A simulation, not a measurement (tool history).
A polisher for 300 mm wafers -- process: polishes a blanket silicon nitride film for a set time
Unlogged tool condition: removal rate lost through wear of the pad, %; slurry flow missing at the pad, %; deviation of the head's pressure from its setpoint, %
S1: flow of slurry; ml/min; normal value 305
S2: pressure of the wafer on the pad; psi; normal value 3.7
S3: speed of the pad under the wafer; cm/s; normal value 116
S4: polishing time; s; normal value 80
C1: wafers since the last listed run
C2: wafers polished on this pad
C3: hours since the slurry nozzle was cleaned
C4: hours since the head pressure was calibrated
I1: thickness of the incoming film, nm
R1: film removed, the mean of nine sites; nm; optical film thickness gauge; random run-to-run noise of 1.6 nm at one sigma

| run | hour | S1 | S2 | S3 | S4 | C1 | C2 | C3 | C4 | I1 | R1 |
|---|---|---|---|---|---|---|---|---|---|---|---|
| 1 | 0.0 | 305 | 3.7 | 148 | 80 | 0 | 1876 | 491.6 | 320.3 | 783.1 | 221.7 |
| 2 | 21.9 | 305 | 3.7 | 148 | 80 | 286 | 2162 | 513.5 | 342.2 | 770.7 | 221.0 |
| 3 | 37.8 | 305 | 3.7 | 148 | 80 | 207 | 2370 | 529.4 | 358.1 | 780.9 | 219.7 |
| 4 | 50.3 | 305 | 3.7 | 116 | 80 | 163 | 2534 | 541.9 | 370.6 | 782.0 | 177.3 |
|  | 56.2 | worn pad replaced by a new one |
| 5 | 148.6 | 305 | 3.7 | 116 | 80 | 1232 | 1207 | 640.2 | 468.9 | 775.1 | 178.3 |
| 6 | 178.6 | 380 | 3.7 | 116 | 80 | 392 | 1599 | 670.2 | 498.9 | 780.1 | 181.2 |
| 7 | 199.0 | 380 | 3.7 | 116 | 80 | 266 | 1866 | 690.6 | 519.3 | 780.9 | 180.6 |
| 8 | 292.6 | 380 | 3.7 | 116 | 80 | 1223 | 3090 | 784.2 | 612.9 | 783.7 | 180.2 |
|  | 301.3 | worn pad replaced by a new one |
| 9 | 308.8 | 305 | 3.7 | 116 | 80 | 159 | 98 | 800.4 | 629.1 | 778.0 | 175.0 |
| 10 | 334.6 | 305 | 3.7 | 116 | 80 | 337 | 436 | 826.2 | 654.9 | 773.5 | 178.1 |
| 11 | 349.2 | 305 | 3.7 | 116 | 80 | 190 | 626 | 840.8 | 669.5 | 780.0 | 176.6 |
| 12 | 371.0 | 305 | 3.7 | 116 | 80 | 285 | 911 | 862.6 | 691.3 | 775.9 | 180.2 |
|  | 400.0 | slurry nozzle cleaned |
| 13 | 400.5 | 305 | 3.7 | 116 | 80 | 372 | 1284 | 0.5 | 720.8 | 785.7 | 177.1 |
|  | 412.1 | head pressure recalibrated |
| 14 | 425.4 | 305 | 4.0 | 116 | 80 | 299 | 1584 | 25.4 | 13.3 | 792.2 | 204.1 |
| 15 | 441.9 | 305 | 3.7 | 116 | 80 | 215 | 1799 | 41.9 | 29.8 | 782.2 | 192.6 |
| 16 | 469.2 | 305 | 3.7 | 116 | 80 | 356 | 2156 | 69.2 | 57.1 | 776.6 | 188.2 |
| 17 | 499.9 | 380 | 3.7 | 84 | 80 | 401 | 2558 | 99.9 | 87.8 | 775.9 | 147.5 |
| 18 | 516.8 | 210 | 3.7 | 104 | 80 | 220 | 2779 | 116.8 | 104.7 | 786.9 | 165.2 |
|  | 532.7 | worn pad replaced by a new one |
| 19 | 535.2 | 305 | 3.7 | 116 | 80 | 188 | 32 | 135.2 | 123.1 | 781.3 | 186.1 |
| 20 | 562.7 | 405 | 4.3 | 144 | 105 | 359 | 392 | 162.7 | 150.6 | 786.4 | 333.3 |
| 21 | 593.7 | 370 | 2.5 | 78 | 80 | 405 | 797 | 193.7 | 181.6 | 784.0 | 100.5 |
| 22 | 629.3 | 305 | 2.7 | 116 | 80 | 465 | 1262 | 229.3 | 217.2 | 775.0 | 143.1 |
| 23 | 660.0 | 305 | 3.7 | 116 | 66 | 401 | 1664 | 260.0 | 247.9 | 778.6 | 152.0 |
| 24 | 678.9 | 305 | 3.7 | 116 | 80 | 247 | 1911 | 278.9 | 266.8 | 796.8 | 180.6 |
| 25 | 712.2 | 305 | 3.7 | 116 | 80 | 435 | 2346 | 312.2 | 300.1 | 770.7 | 181.7 |
| 26 | 741.4 | 305 | 3.7 | 116 | 80 | 381 | 2728 | 341.4 | 329.3 | 791.7 | 179.5 |
| 27 | 765.5 | 305 | 3.7 | 116 | 80 | 315 | 3043 | 365.5 | 353.4 | 772.9 | 179.1 |
|  | 780.4 | worn pad replaced by a new one |
| 28 | 780.9 | 305 | 3.7 | 140 | 80 | 149 | 7 | 380.9 | 368.8 | 775.2 | 210.8 |
| 29 | 792.0 | 375 | 4.1 | 144 | 64 | 145 | 152 | 392.0 | 379.9 | 783.8 | 190.0 |
| 30 | 822.8 | 305 | 2.9 | 100 | 68 | 402 | 554 | 422.8 | 410.7 | 782.5 | 110.5 |
| 31 | 840.2 | 305 | 3.7 | 116 | 80 | 227 | 782 | 440.2 | 428.1 | 783.8 | 175.5 |
| 32 | 855.5 | 305 | 4.6 | 82 | 80 | 200 | 982 | 455.5 | 443.4 | 769.0 | 162.5 |
| 33 | 879.5 | 305 | 4.0 | 116 | 80 | 313 | 1296 | 479.5 | 467.4 | 783.4 | 189.2 |
| 34 | 906.2 | 355 | 3.7 | 140 | 57 | 349 | 1645 | 506.2 | 494.1 | 775.2 | 149.1 |
| 35 | 941.6 | 305 | 3.0 | 144 | 80 | 462 | 2108 | 541.6 | 529.5 | 777.8 | 178.8 |
| 36 | 959.1 | 305 | 3.7 | 128 | 66 | 228 | 2336 | 559.1 | 547.0 | 782.6 | 158.7 |

Selected run-to-run steps in R1, each split into two signed amounts: the part the tool would show with no hidden state at all (from settings, incoming material and random variation), and the remainder, which goes to the hidden state together with any gauge scatter not common to the measured and the hidden-state-free results:
Run 13 -> 14: S2 3.7 -> 4.0, head pressure recalibrated. R1 +27.0 nm: hidden state +15.5, all else +11.5.
Run 19 -> 20: S1 305 -> 405, S2 3.7 -> 4.3, S3 116 -> 144, S4 80 -> 105. R1 +147.2 nm: hidden state -9.1, all else +156.3.
Run 20 -> 21: S1 405 -> 370, S2 4.3 -> 2.5, S3 144 -> 78, S4 105 -> 80. R1 -232.8 nm: hidden state +11.8, all else -244.6.
Run 29 -> 30: S1 375 -> 305, S2 4.1 -> 2.9, S3 144 -> 100, S4 64 -> 68. R1 -79.5 nm: hidden state +6.8, all else -86.3.
